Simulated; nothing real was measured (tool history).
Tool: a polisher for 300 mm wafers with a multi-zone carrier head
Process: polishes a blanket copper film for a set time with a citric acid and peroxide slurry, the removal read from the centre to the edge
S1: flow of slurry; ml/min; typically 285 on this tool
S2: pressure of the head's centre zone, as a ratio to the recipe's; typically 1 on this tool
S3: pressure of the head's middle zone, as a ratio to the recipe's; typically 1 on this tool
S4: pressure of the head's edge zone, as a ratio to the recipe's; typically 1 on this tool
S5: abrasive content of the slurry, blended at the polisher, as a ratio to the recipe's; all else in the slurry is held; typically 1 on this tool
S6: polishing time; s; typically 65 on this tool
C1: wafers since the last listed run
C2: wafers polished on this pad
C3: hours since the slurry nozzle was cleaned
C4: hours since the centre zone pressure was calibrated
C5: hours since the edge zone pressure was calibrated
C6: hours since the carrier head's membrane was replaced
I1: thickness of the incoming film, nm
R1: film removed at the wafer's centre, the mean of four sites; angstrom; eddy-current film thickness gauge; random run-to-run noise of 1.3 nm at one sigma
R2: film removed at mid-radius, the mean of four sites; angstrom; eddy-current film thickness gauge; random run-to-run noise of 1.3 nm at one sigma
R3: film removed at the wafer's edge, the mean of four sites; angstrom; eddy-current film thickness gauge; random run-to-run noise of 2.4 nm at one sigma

Run 1, hour 0: usual settings but S6 47 s; C1 0; C2 382; C3 725.9; C4 318.5; C5 1350.7; C6 1060.9; I1 1172. Result: R1 1172 angstrom, R2 1311 angstrom, R3 1279 angstrom.
Run 2, hour 28.3: usual settings but S6 47 s; C1 337; C2 719; C3 754.2; C4 346.8; C5 1379; C6 1089.2; I1 1144.9. Result: R1 1141 angstrom, R2 1312 angstrom, R3 1287 angstrom.
Run 3, hour 41.8: usual settings but S6 47 s; C1 160; C2 880; C3 767.7; C4 360.3; C5 1392.5; C6 1102.7; I1 1172.6. Result: R1 1154 angstrom, R2 1323 angstrom, R3 1285 angstrom.
Run 4, hour 48.9: usual settings; C1 84; C2 964; C3 774.8; C4 367.4; C5 1399.6; C6 1109.8; I1 1164. Result: R1 1571 angstrom, R2 1845 angstrom, R3 1801 angstrom.
Run 5, hour 61.9: usual settings; C1 154; C2 1119; C3 787.8; C4 380.4; C5 1412.6; C6 1122.8; I1 1180.3. Result: R1 1560 angstrom, R2 1833 angstrom, R3 1746 angstrom.
At hour 66.3: worn pad replaced by a new one, of another model than before.
Run 6, hour 68.1: usual settings but S2 1.03, S5 1.1; C1 26; C2 21; C3 794; C4 386.6; C5 1418.8; C6 1129; I1 1176. Result: R1 1672 angstrom, R2 1862 angstrom, R3 1839 angstrom.
At hour 78: carrier head's membrane replaced by a new one.
At hour 79.4: slurry nozzle cleaned.
At hour 82.8: centre zone pressure recalibrated.
Run 7, hour 85.2: usual settings but S2 1.03, S5 1.1; C1 108; C2 129; C3 5.8; C4 2.4; C5 1435.9; C6 7.2; I1 1179.2. Result: R1 1912 angstrom, R2 1870 angstrom, R3 1822 angstrom.
Run 8, hour 91.6: usual settings but S2 1.03, S5 1.1; C1 76; C2 206; C3 12.2; C4 8.8; C5 1442.3; C6 13.6; I1 1185.7. Result: R1 1899 angstrom, R2 1871 angstrom, R3 1811 angstrom.
Run 9, hour 104.4: usual settings but S1 260 ml/min, S3 0.9; C1 152; C2 358; C3 25; C4 21.6; C5 1455.1; C6 26.4; I1 1187.9. Result: R1 1746 angstrom, R2 1650 angstrom, R3 1745 angstrom.
At hour 124.1: edge zone pressure recalibrated.
Run 10, hour 124.6: usual settings; C1 216; C2 575; C3 45.2; C4 41.8; C5 0.5; C6 46.6; I1 1190.6. Result: R1 1764 angstrom, R2 1828 angstrom, R3 1817 angstrom.
Run 11, hour 130.7: usual settings; C1 72; C2 648; C3 51.3; C4 47.9; C5 6.6; C6 52.7; I1 1151. Result: R1 1775 angstrom, R2 1811 angstrom, R3 1788 angstrom.
Run 12, hour 140: usual settings but S2 0.94, S3 1.11, S4 1.09, S6 50 s; C1 110; C2 758; C3 60.6; C4 57.2; C5 15.9; C6 62; I1 1155. Result: R1 1275 angstrom, R2 1554 angstrom, R3 1408 angstrom.
Run 13, hour 154.5: usual settings but S2 0.95, S3 0.94, S4 1.07, S6 43 s; C1 172; C2 931; C3 75.1; C4 71.7; C5 30.4; C6 76.5; I1 1156. Result: R1 1111 angstrom, R2 1140 angstrom, R3 1204 angstrom.
At hour 160.4: worn pad replaced by a new one.
Run 14, hour 167.6: usual settings but S1 360 ml/min, S4 0.94, S5 1.2; C1 108; C2 86; C3 88.2; C4 84.8; C5 43.5; C6 89.6; I1 1174.8. Result: R1 1902 angstrom, R2 1976 angstrom, R3 1864 angstrom.
Run 15, hour 181.4: usual settings but S6 47 s; C1 164; C2 250; C3 102; C4 98.6; C5 57.3; C6 103.4; I1 1163.3. Result: R1 1270 angstrom, R2 1308 angstrom, R3 1307 angstrom.
Run 16, hour 195.3: usual settings but S3 0.89, S4 0.89, S6 78 s; C1 165; C2 416; C3 115.9; C4 112.5; C5 71.2; C6 117.3; I1 1161.1. Result: R1 2065 angstrom, R2 1979 angstrom, R3 1989 angstrom.

Each row is a separate what-if for the run after 16, all from the same tool condition, not one after another. Results?
Run A, hour 195.7: usual settings but S2 0.9; C1 4; C2 420; C3 116.3; C4 112.9; C5 71.6; C6 117.7; I1 1179.8. Result: R1 ?, R2 ?, R3 ?.
Run B, hour 195.7: usual settings but S2 0.93, S5 0.75; C1 4; C2 420; C3 116.3; C4 112.9; C5 71.6; C6 117.7; I1 1179.8. Result: R1 ?, R2 ?, R3 ?.
Run C, hour 195.7: usual settings but S4 0.94; C1 4; C2 420; C3 116.3; C4 112.9; C5 71.6; C6 117.7; I1 1179.8. Result: R1 ?, R2 ?, R3 ?.

run    R1    R2    R3
  A  1571  1805  1761
  B  1501  1668  1629
  C  1747  1804  1710
With no hidden state in the tool, these same runs would have given:
run    R1    R2    R3
  A  1632  1804  1761
  B  1560  1668  1629
  C  1815  1803  1710
